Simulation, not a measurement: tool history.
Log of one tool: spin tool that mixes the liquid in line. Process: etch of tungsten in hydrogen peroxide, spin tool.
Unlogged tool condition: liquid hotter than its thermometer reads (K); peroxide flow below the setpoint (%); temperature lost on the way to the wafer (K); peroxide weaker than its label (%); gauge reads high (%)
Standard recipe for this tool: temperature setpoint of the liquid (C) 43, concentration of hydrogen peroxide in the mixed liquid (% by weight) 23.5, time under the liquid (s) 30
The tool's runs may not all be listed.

| run | hour | temperature setpoint of the liquid (C) | concentration of hydrogen peroxide in the mixed liquid (% by weight) | time under the liquid (s) | wafers since the last listed run | hours since the thermometer was replaced | hours since the peroxide flow meter was replaced | hours since the heated supply line was repaired | hours since the drum of peroxide was connected | hours since the gauge calibration | read-back film thickness of the tungsten reference wafer, read on the same gauge (nm) | thickness taken off the tungsten on a monitor wafer (angstrom) |
|---|---|---|---|---|---|---|---|---|---|---|---|---|
| 1 | 0 | 43 | 23.5 | 30 | 0 | 1834.7 | 822 | 2539.8 | 811.5 | 2729.5 | 99.99 | 147.3 |
| 2 | 35.3 | 43 | 23.5 | 30 | 362 | 1870 | 857.3 | 2575.1 | 846.8 | 2764.8 | 99.99 | 146.2 |
|  | 75.3 | peroxide flow meter replaced |
| 3 | 77.7 | 49 | 23.5 | 30 | 424 | 1912.4 | 2.4 | 2617.5 | 889.2 | 2807.2 | 100 | 222.2 |
| 4 | 138.2 | 43 | 23.5 | 30 | 620 | 1972.9 | 62.9 | 2678 | 949.7 | 2867.7 | 99.98 | 150.4 |
|  | 158.8 | gauge calibrated |
| 5 | 204.1 | 43 | 30 | 15 | 676 | 2038.8 | 128.8 | 2743.9 | 1015.6 | 45.3 | 100.03 | 84.4 |
| 6 | 256.4 | 43 | 23.5 | 30 | 536 | 2091.1 | 181.1 | 2796.2 | 1067.9 | 97.6 | 100.02 | 148 |
|  | 267.5 | heated supply line repaired |
| 7 | 317.4 | 46 | 28.5 | 15 | 615 | 2152.1 | 242.1 | 49.9 | 1128.9 | 158.6 | 99.99 | 108.2 |
| 8 | 346.3 | 47 | 23.5 | 15 | 296 | 2181 | 271 | 78.8 | 1157.8 | 187.5 | 99.94 | 103.6 |
| 9 | 386.6 | 43 | 18 | 30 | 413 | 2221.3 | 311.3 | 119.1 | 1198.1 | 227.8 | 99.99 | 141.2 |
| 10 | 453.5 | 43 | 23.5 | 30 | 686 | 2288.2 | 378.2 | 186 | 1265 | 294.7 | 100 | 160.9 |
| 11 | 500.4 | 33.5 | 27.5 | 20 | 481 | 2335.1 | 425.1 | 232.9 | 1311.9 | 341.6 | 100 | 62.1 |
| 12 | 526.7 | 43 | 25.5 | 30 | 269 | 2361.4 | 451.4 | 259.2 | 1338.2 | 367.9 | 100.03 | 166.6 |
|  | 533.6 | new drum of peroxide connected |
| 13 | 592.6 | 43 | 23.5 | 40 | 665 | 2427.3 | 517.3 | 325.1 | 59 | 433.8 | 99.98 | 211.8 |
| 14 | 631.1 | 43 | 19 | 40 | 395 | 2465.8 | 555.8 | 363.6 | 97.5 | 472.3 | 99.99 | 191.2 |
| 15 | 657.2 | 33.5 | 27.5 | 20 | 267 | 2491.9 | 581.9 | 389.7 | 123.6 | 498.4 | 100.01 | 60.9 |
| 16 | 720.4 | 43 | 18.5 | 20 | 648 | 2555.1 | 645.1 | 452.9 | 186.8 | 561.6 | 100 | 93.5 |
|  | 832.5 | thermometer replaced |
| 17 | 930.1 | 38 | 23.5 | 30 | 2141 | 97.6 | 854.8 | 662.6 | 396.5 | 771.3 | 100.01 | 113.2 |
| 18 | 988.9 | 51.5 | 30 | 30 | 603 | 156.4 | 913.6 | 721.4 | 455.3 | 830.1 | 100.03 | 301.1 |
| 19 | 1015.3 | 43 | 25.5 | 25 | 270 | 182.8 | 940 | 747.8 | 481.7 | 856.5 | 100.06 | 134.3 |
|  | 1034.8 | peroxide flow meter replaced |
| 20 | 1055.7 | 43 | 23.5 | 30 | 404 | 223.2 | 20.9 | 788.2 | 522.1 | 896.9 | 100 | 159.3 |
| 21 | 1208.5 | 48.5 | 19.5 | 30 | 1567 | 376 | 173.7 | 941 | 674.9 | 1049.7 | 99.99 | 204 |
| 22 | 1244.4 | 37.5 | 23.5 | 15 | 368 | 411.9 | 209.6 | 976.9 | 710.8 | 1085.6 | 99.97 | 55.4 |
| 23 | 1274.2 | 40 | 26 | 45 | 305 | 441.7 | 239.4 | 1006.7 | 740.6 | 1115.4 | 100.03 | 204.9 |
| 24 | 1323.8 | 36 | 20 | 40 | 508 | 491.3 | 289 | 1056.3 | 790.2 | 1165 | 100 | 122.8 |
| 25 | 1351.8 | 48.5 | 27 | 20 | 287 | 519.3 | 317 | 1084.3 | 818.2 | 1193 | 100.03 | 157.2 |
| 26 | 1394.8 | 36 | 23.5 | 20 | 441 | 562.3 | 360 | 1127.3 | 861.2 | 1236 | 100.01 | 66 |
| 27 | 1438.5 | 36 | 23.5 | 20 | 448 | 606 | 403.7 | 1171 | 904.9 | 1279.7 | 99.96 | 65.8 |

State the hidden condition of the tool at each of the runs:
liquid hotter than its thermometer reads (K): 0, the same for each run
peroxide weaker than its label (%): 0, the same for each run
gauge reads high (%): 0, the same for each run
H1: peroxide flow below the setpoint (%)
H2: temperature lost on the way to the wafer (K)
| run | H1 | H2 |
|---|---|---|
| 1 | 5.25 | 1.22 |
| 2 | 5.47 | 1.23 |
| 3 | 0.238 | 1.25 |
| 4 | 0.608 | 1.28 |
| 5 | 1.01 | 1.31 |
| 6 | 1.33 | 1.33 |
| 7 | 1.7 | 0.0324 |
| 8 | 1.88 | 0.0449 |
| 9 | 2.13 | 0.0623 |
| 10 | 2.54 | 0.0913 |
| 11 | 2.82 | 0.112 |
| 12 | 2.99 | 0.123 |
| 13 | 3.39 | 0.151 |
| 14 | 3.62 | 0.168 |
| 15 | 3.78 | 0.179 |
| 16 | 4.17 | 0.207 |
| 17 | 5.45 | 0.297 |
| 18 | 5.81 | 0.323 |
| 19 | 5.98 | 0.334 |
| 20 | 0.778 | 0.352 |
| 21 | 1.71 | 0.418 |
| 22 | 1.93 | 0.433 |
| 23 | 2.11 | 0.446 |
| 24 | 2.42 | 0.468 |
| 25 | 2.59 | 0.48 |
| 26 | 2.85 | 0.499 |
| 27 | 3.12 | 0.517 |

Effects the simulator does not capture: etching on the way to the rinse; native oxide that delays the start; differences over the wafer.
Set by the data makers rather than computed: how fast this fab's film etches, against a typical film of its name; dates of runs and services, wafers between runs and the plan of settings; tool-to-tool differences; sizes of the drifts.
